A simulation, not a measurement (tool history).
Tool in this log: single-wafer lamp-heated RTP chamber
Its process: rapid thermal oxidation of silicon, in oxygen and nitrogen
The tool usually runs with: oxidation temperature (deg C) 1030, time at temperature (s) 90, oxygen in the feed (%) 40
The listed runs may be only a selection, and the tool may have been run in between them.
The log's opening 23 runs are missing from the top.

| run | hour | oxidation temperature (deg C) | time at temperature (s) | oxygen in the feed (%) | wafers since the last listed run | wafers since the last pyrometer calibration | hours since the oxygen flow controller was replaced | hours since the gauge calibration | read-back reference wafer on the same gauge, thickness | oxide thickness on the monitor wafer (angstrom) |
|---|---|---|---|---|---|---|---|---|---|---|
| 24 | 1664.0 | 1030 | 113 | 40 | 723 | 1897 | 211.6 | 816.9 | 7.949 | 72.33 |
| 25 | 1726.0 | 1006 | 70 | 17 | 625 | 2523 | 273.6 | 878.9 | 7.932 | 38.26 |
| 26 | 1827.5 | 1030 | 90 | 40 | 1024 | 3547 | 375.1 | 980.4 | 7.935 | 65.30 |
| 27 | 2065.2 | 1009 | 51 | 40 | 2399 | 5947 | 612.8 | 1218.1 | 7.927 | 44.44 |
|  | 2095.7 | pyrometer window cleaned and pyrometer calibrated |
|  | 2113.0 | oxygen flow controller replaced, repeated, since the last time left the tool worse |
| 28 | 2163.4 | 1030 | 90 | 40 | 829 | 602 | 50.4 | 1316.3 | 7.934 | 67.33 |
| 29 | 2243.5 | 1030 | 112 | 40 | 808 | 1411 | 130.5 | 1396.4 | 7.903 | 73.29 |
| 30 | 2290.7 | 1017 | 53 | 30 | 476 | 1887 | 177.7 | 1443.6 | 7.931 | 44.40 |
| 31 | 2374.7 | 1048 | 90 | 17 | 848 | 2735 | 261.7 | 1527.6 | 7.918 | 56.25 |
| 32 | 2476.7 | 1059 | 90 | 69 | 1029 | 3765 | 363.7 | 1629.6 | 7.926 | 98.98 |
| 33 | 2583.5 | 1047 | 124 | 50 | 1078 | 4843 | 470.5 | 1736.4 | 7.945 | 94.45 |
|  | 2605.7 | pyrometer window cleaned and pyrometer calibrated |
| 34 | 2662.2 | 1052 | 49 | 25 | 713 | 570 | 549.2 | 1815.1 | 7.925 | 50.88 |
| 35 | 2728.7 | 1041 | 90 | 51 | 671 | 1242 | 615.7 | 1881.6 | 7.938 | 78.59 |

Branching from run 35: 5 alternative next runs. What would each branch give?
| A | 2729.1 | 1059 | 90 | 40 | 4 | 1246 | 616.1 | 1882.0 | ? | ? |
| B | 2729.1 | 1030 | 59 | 40 | 4 | 1246 | 616.1 | 1882.0 | ? | ? |
| C | 2729.1 | 1000 | 58 | 17 | 4 | 1246 | 616.1 | 1882.0 | ? | ? |
| D | 2729.1 | 1030 | 118 | 30 | 4 | 1246 | 616.1 | 1882.0 | ? | ? |
| E | 2729.1 | 1030 | 126 | 21 | 4 | 1246 | 616.1 | 1882.0 | ? | ? |

| run | read-back reference wafer on the same gauge, thickness | oxide thickness on the monitor wafer (angstrom) |
|---|---|---|
| A | 7.945 | 81.39 |
| B | 7.945 | 55.51 |
| C | 7.945 | 35.28 |
| D | 7.945 | 68.07 |
| E | 7.945 | 61.93 |
Had the tool no hidden state, the same runs would have come out as:
| run | oxide thickness on the monitor wafer (angstrom) |
|---|---|
| A | 81.64 |
| B | 55.67 |
| C | 35.38 |
| D | 68.30 |
| E | 62.17 |
